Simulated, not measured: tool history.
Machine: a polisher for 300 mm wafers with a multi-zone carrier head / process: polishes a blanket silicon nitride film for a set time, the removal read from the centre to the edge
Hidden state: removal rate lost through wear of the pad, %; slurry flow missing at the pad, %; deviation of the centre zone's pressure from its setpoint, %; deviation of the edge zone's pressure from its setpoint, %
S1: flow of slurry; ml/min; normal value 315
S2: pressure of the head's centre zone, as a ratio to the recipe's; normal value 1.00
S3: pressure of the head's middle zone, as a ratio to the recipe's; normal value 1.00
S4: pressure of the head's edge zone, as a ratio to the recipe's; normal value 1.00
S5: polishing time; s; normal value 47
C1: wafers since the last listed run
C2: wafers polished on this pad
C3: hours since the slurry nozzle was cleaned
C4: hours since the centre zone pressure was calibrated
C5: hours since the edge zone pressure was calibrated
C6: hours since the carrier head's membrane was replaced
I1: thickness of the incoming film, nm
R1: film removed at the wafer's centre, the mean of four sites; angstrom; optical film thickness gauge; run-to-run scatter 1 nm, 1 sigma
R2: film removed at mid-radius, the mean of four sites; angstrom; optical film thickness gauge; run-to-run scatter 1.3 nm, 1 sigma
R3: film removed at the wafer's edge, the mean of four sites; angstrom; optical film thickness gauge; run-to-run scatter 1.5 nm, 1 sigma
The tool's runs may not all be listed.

Run 1, hour 0.0: usual settings; C1 0; C2 472; C3 390.8; C4 520.2; C5 729.6; C6 965.6; I1 720.5. Result: R1 1139 angstrom, R2 1084 angstrom, R3 1063 angstrom.
Run 2, hour 23.5: usual settings; C1 361; C2 833; C3 414.3; C4 543.7; C5 753.1; C6 989.1; I1 709.0. Result: R1 1137 angstrom, R2 1087 angstrom, R3 1072 angstrom.
Run 3, hour 44.7: usual settings; C1 325; C2 1158; C3 435.5; C4 564.9; C5 774.3; C6 1010.3; I1 729.0. Result: R1 1153 angstrom, R2 1072 angstrom, R3 1067 angstrom.
Run 4, hour 57.0: usual settings; C1 188; C2 1347; C3 447.8; C4 577.2; C5 786.6; C6 1022.6; I1 720.1. Result: R1 1126 angstrom, R2 1076 angstrom, R3 1075 angstrom.
Run 5, hour 88.7: usual settings; C1 487; C2 1834; C3 479.5; C4 608.9; C5 818.3; C6 1054.3; I1 723.2. Result: R1 1145 angstrom, R2 1065 angstrom, R3 1076 angstrom.
At hour 112.6: centre zone pressure recalibrated.
Run 6, hour 113.1: usual settings; C1 344; C2 2179; C3 503.9; C4 0.5; C5 842.7; C6 1078.7; I1 708.9. Result: R1 1155 angstrom, R2 1079 angstrom, R3 1090 angstrom.
At hour 135.0: worn pad replaced by a new one.
Run 7, hour 145.1: usual settings but S3 1.09, S4 1.07, S5 41 s; C1 430; C2 155; C3 535.9; C4 32.5; C5 874.7; C6 1110.7; I1 711.1. Result: R1 1010 angstrom, R2 1006 angstrom, R3 937 angstrom.
At hour 216.1: edge zone pressure recalibrated.
Run 8, hour 216.6: usual settings but S3 1.08, S5 63 s; C1 1067; C2 1223; C3 607.4; C4 104.0; C5 0.5; C6 1182.2; I1 725.8. Result: R1 1563 angstrom, R2 1524 angstrom, R3 1404 angstrom.
Run 9, hour 246.5: usual settings; C1 459; C2 1682; C3 637.3; C4 133.9; C5 30.4; C6 1212.1; I1 705.8. Result: R1 1178 angstrom, R2 1067 angstrom, R3 1073 angstrom.
Run 10, hour 281.4: usual settings; C1 536; C2 2218; C3 672.2; C4 168.8; C5 65.3; C6 1247.0; I1 734.2. Result: R1 1166 angstrom, R2 1091 angstrom, R3 1052 angstrom.
At hour 284.3: centre zone pressure recalibrated, repeated, since the last time left the tool worse.
Run 11, hour 301.2: usual settings but S3 0.96, S4 1.12; C1 273; C2 2492; C3 692.0; C4 16.9; C5 85.1; C6 1266.8; I1 712.8. Result: R1 1110 angstrom, R2 1056 angstrom, R3 1145 angstrom.
At hour 309.3: carrier head's membrane replaced by a new one.
At hour 322.5: slurry nozzle cleaned.
Run 12, hour 325.6: usual settings but S1 390 ml/min, S5 32 s; C1 282; C2 2774; C3 3.1; C4 41.3; C5 109.5; C6 16.3; I1 732.8. Result: R1 766 angstrom, R2 746 angstrom, R3 741 angstrom.
At hour 335.5: worn pad replaced by a new one.
Run 13, hour 355.4: usual settings; C1 396; C2 305; C3 32.9; C4 71.1; C5 139.3; C6 46.1; I1 722.9. Result: R1 1089 angstrom, R2 1087 angstrom, R3 1064 angstrom.
Run 14, hour 389.9: usual settings; C1 530; C2 835; C3 67.4; C4 105.6; C5 173.8; C6 80.6; I1 706.6. Result: R1 1077 angstrom, R2 1085 angstrom, R3 1071 angstrom.
Run 15, hour 403.7: usual settings; C1 212; C2 1047; C3 81.2; C4 119.4; C5 187.6; C6 94.4; I1 712.7. Result: R1 1103 angstrom, R2 1078 angstrom, R3 1078 angstrom.
Run 16, hour 426.6: usual settings but S1 265 ml/min, S2 0.95, S4 0.90, S5 52 s; C1 351; C2 1398; C3 104.1; C4 142.3; C5 210.5; C6 117.3; I1 722.3. Result: R1 1165 angstrom, R2 1179 angstrom, R3 1134 angstrom.
Run 17, hour 452.4: usual settings but S2 0.89, S3 0.92, S4 1.12; C1 396; C2 1795; C3 129.9; C4 168.1; C5 236.3; C6 143.1; I1 724.4. Result: R1 1051 angstrom, R2 1021 angstrom, R3 1111 angstrom.
At hour 491.3: worn pad replaced by a new one.
Run 18, hour 510.2: usual settings but S3 0.90; C1 826; C2 289; C3 187.7; C4 225.9; C5 294.1; C6 200.9; I1 730.6. Result: R1 1095 angstrom, R2 1000 angstrom, R3 1054 angstrom.
Run 19, hour 542.7: usual settings but S2 0.90; C1 499; C2 789; C3 220.2; C4 258.4; C5 326.6; C6 233.4; I1 718.2. Result: R1 1050 angstrom, R2 1087 angstrom, R3 1071 angstrom.
Run 20, hour 554.9: usual settings but S1 255 ml/min, S4 0.89; C1 187; C2 976; C3 232.4; C4 270.6; C5 338.8; C6 245.6; I1 731.2. Result: R1 1092 angstrom, R2 1070 angstrom, R3 1003 angstrom.
Run 21, hour 576.3: usual settings but S4 0.92; C1 328; C2 1305; C3 253.8; C4 292.0; C5 360.2; C6 267.0; I1 717.7. Result: R1 1121 angstrom, R2 1078 angstrom, R3 1013 angstrom.
Run 22, hour 607.6: usual settings but S1 245 ml/min, S2 0.89, S4 0.96; C1 480; C2 1786; C3 285.1; C4 323.3; C5 391.5; C6 298.3; I1 716.3. Result: R1 1033 angstrom, R2 1069 angstrom, R3 1007 angstrom.
Run 23, hour 640.4: usual settings but S1 225 ml/min, S5 56 s; C1 503; C2 2290; C3 317.9; C4 356.1; C5 424.3; C6 331.1; I1 726.2. Result: R1 1307 angstrom, R2 1273 angstrom, R3 1260 angstrom.

Branching from run 23: 3 alternative next runs. What would each branch give?
Run A, hour 640.8: usual settings but S3 1.09; C1 6; C2 2296; C3 318.3; C4 356.5; C5 424.7; C6 331.5; I1 719.0. Result: R1 ?, R2 ?, R3 ?.
Run B, hour 640.8: usual settings but S4 1.04, S5 34 s; C1 6; C2 2296; C3 318.3; C4 356.5; C5 424.7; C6 331.5; I1 719.0. Result: R1 ?, R2 ?, R3 ?.
Run C, hour 640.8: usual settings but S2 0.96, S4 0.95, S5 41 s; C1 6; C2 2296; C3 318.3; C4 356.5; C5 424.7; C6 331.5; I1 719.0. Result: R1 ?, R2 ?, R3 ?.

run    R1    R2    R3
  A  1127  1147  1043
  B   815   784   770
  C   961   946   889
What these runs would have given with no unlogged condition in the tool:
run    R1    R2    R3
  A  1097  1147  1043
  B   793   784   770
  C   935   946   889

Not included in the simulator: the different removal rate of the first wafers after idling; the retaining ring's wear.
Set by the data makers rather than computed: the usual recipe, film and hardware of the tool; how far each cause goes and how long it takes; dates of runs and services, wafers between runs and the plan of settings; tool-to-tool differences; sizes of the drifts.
